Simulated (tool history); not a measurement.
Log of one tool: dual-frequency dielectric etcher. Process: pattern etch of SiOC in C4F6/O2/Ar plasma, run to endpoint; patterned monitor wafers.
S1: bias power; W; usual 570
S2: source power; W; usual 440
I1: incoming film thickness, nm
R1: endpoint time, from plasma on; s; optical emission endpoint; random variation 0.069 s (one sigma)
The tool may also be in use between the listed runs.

run	hour	S1	S2	I1	R1
1	0.0	672	440	47.19	15.4
2	13.1	570	440	47.10	16.0
3	22.0	570	440	47.37	16.1
4	35.8	570	440	47.55	16.2
5	44.6	570	440	47.31	16.1
6	59.8	570	440	47.33	16.2
7	72.0	570	440	46.85	16.1
8	86.8	570	440	47.30	16.2
9	97.7	570	440	46.86	16.0
10	104.3	464	500	47.69	16.5
11	117.8	464	500	46.90	16.4
12	130.2	570	440	48.09	16.5
13	172.2	570	440	47.18	16.0
14	185.2	663	510	47.81	15.4
# hour 202.1: source power generator calibrated
15	202.6	691	470	47.22	15.2
16	213.7	447	490	46.80	16.5
17	222.0	570	440	47.55	16.3
18	229.0	481	350	47.48	17.7
# hour 238.5: bias power generator calibrated
19	240.5	655	330	47.22	16.5
# hour 270.7: upper electrode replaced
20	271.2	570	440	47.63	16.2
21	272.2	660	500	47.51	15.3
# hour 308.2: wet clean of the chamber
22	308.7	655	410	47.82	16.0
23	309.0	711	550	47.14	14.6
24	310.1	432	350	47.52	17.8
25	316.2	570	440	47.25	16.3
26	325.3	570	440	47.59	16.4
27	335.4	526	400	47.49	16.8
28	345.2	652	350	47.63	16.5
29	360.3	570	440	47.72	16.2
30	378.0	455	530	47.80	16.6
31	394.9	618	440	47.30	15.8
32	401.0	524	340	47.43	17.3
33	414.5	635	350	47.09	16.5
34	421.2	570	440	47.84	16.4
35	427.4	525	440	47.33	16.4

5 ways to go on from here, each from the tool as it stands after run 35. What would each give?
A	427.8	570	440	47.51	?
B	427.8	662	440	47.51	?
C	427.8	620	530	47.51	?
D	427.8	452	380	47.51	?
E	427.8	632	510	47.51	?

run	R1
A	16.2
B	15.7
C	15.3
D	17.6
E	15.4
Without the tool's hidden state the same runs would have given:
run	R1
A	16.2
B	15.7
C	15.3
D	17.6
E	15.4

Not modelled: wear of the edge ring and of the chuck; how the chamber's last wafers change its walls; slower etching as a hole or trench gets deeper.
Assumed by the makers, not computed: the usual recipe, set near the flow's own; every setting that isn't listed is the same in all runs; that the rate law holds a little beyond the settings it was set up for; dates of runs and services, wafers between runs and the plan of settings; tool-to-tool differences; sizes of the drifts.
